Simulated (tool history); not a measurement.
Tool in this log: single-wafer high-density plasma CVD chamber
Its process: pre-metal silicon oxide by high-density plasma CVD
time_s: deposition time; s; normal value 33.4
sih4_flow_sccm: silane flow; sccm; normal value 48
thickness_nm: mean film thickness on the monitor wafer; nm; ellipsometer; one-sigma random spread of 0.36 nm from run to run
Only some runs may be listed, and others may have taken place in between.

run,hour,time_s,sih4_flow_sccm,"read-back reference wafer on the same gauge, thickness_nm",thickness_nm
1,0,36.5,53,143.978,187.292
2,26.5,36.5,53,144,186.514
3,86.1,33.4,48,143.93,156.076
4,139.7,33.4,48,144.021,155.42
5,170.1,33.4,48,143.992,155.684
6,218,33.4,48,143.981,154.999
7,256.3,33.4,48,144.036,155.442
8,284.7,33.4,48,143.912,154.769
9,351.1,33.4,48,143.992,154.529
10,395,33.4,48,144.023,154.953
11,441.7,35.6,48,143.999,165.01
12,502.6,31.3,48,144.014,144.392
13,548.7,38.1,39,144.03,151.087
14,615.2,28.5,51,144.005,145.721
15,675.3,33.4,48,143.961,160.625
16,715.4,30.1,51,143.979,154.246
17,758.6,35.5,48,143.984,170.657
18,827.1,39,43,144.059,168.88
19,881.5,33.4,55,143.951,181.936
20,948.6,33.4,48,144.001,161.491
21,1009.1,26.8,39,143.968,106.639

Taken out of this log: 2 entries between the listed runs. Where each belongs, and how the hidden state differs across it:
Logged between run 12 and run 13: silane flow controller replaced (hour 514.5)
  delivered silane flow above the setpoint (%): -5.07 -> -0.636
  measured result minus the result with no hidden state, thickness_nm: -7.191 -> -0.904 nm
Logged between run 13 and run 14: gauge calibrated (hour 565.7)
  delivered silane flow above the setpoint (%): -0.636 -> -0.638
  measured result minus the result with no hidden state, thickness_nm: -0.904 -> -0.875 nm
